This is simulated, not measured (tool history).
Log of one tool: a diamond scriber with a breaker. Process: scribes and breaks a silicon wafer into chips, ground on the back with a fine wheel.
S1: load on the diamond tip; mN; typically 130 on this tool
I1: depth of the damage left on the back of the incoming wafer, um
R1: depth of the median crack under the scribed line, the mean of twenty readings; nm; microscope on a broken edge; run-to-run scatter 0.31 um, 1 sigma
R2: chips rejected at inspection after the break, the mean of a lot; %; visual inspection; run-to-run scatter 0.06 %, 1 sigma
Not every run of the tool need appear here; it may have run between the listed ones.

Run 1, hour 0.0: usual settings but S1 156 mN; I1 2.79. Result: R1 17600 nm, R2 2.33 %.
Run 2, hour 53.5: usual settings but S1 156 mN; I1 2.53. Result: R1 17640 nm, R2 1.82 %.
Run 3, hour 147.2: usual settings; I1 2.24. Result: R1 15490 nm, R2 1.74 %.
Run 4, hour 234.6: usual settings; I1 1.95. Result: R1 15130 nm, R2 2.41 %.
Run 5, hour 288.4: usual settings; I1 2.48. Result: R1 14550 nm, R2 3.12 %.
Run 6, hour 339.0: usual settings; I1 2.76. Result: R1 14010 nm, R2 4.35 %.
Run 7, hour 379.3: usual settings; I1 2.17. Result: R1 14270 nm, R2 4.25 %.
Run 8, hour 431.7: usual settings; I1 1.80. Result: R1 14000 nm, R2 5.32 %.
Run 9, hour 481.3: usual settings but S1 150 mN; I1 2.86. Result: R1 15030 nm, R2 2.83 %.
Run 10, hour 560.2: usual settings but S1 153 mN; I1 2.25. Result: R1 14530 nm, R2 3.25 %.
Run 11, hour 610.0: usual settings but S1 99 mN; I1 2.81. Result: R1 11240 nm, R2 28.71 %.
Run 12, hour 663.9: usual settings but S1 106 mN; I1 2.23. Result: R1 11080 nm, R2 26.09 %.
Run 13, hour 745.7: usual settings; I1 1.95. Result: R1 16110 nm, R2 0.86 %.
Run 14, hour 839.9: usual settings but S1 160 mN; I1 2.32. Result: R1 18620 nm, R2 4.52 %.
Run 15, hour 940.6: usual settings but S1 159 mN; I1 2.42. Result: R1 17980 nm, R2 3.62 %.

Put back what was entered between runs (2 entries, withheld): which listed runs does each sit between, and how does the hidden state differ from the listed run before to the listed run after?
Run 7 -> run 8: load on the tip recalibrated (hour 412.5)
  share of the diamond tip's cutting effectiveness lost through wear, %: 17.5 -> 19.9
  measured value less the no-hidden-state value, R1: -1960 -> -2230 nm; R2: +3.37 -> +4.55 %
Run 12 -> run 13: diamond tip replaced by a new one, of another model than before (hour 666.5)
  share of the diamond tip's cutting effectiveness lost through wear, %: 32.2 -> 2.26
  measured value less the no-hidden-state value, R1: -3270 -> -250 nm; R2: +22.32 -> +0.06 %

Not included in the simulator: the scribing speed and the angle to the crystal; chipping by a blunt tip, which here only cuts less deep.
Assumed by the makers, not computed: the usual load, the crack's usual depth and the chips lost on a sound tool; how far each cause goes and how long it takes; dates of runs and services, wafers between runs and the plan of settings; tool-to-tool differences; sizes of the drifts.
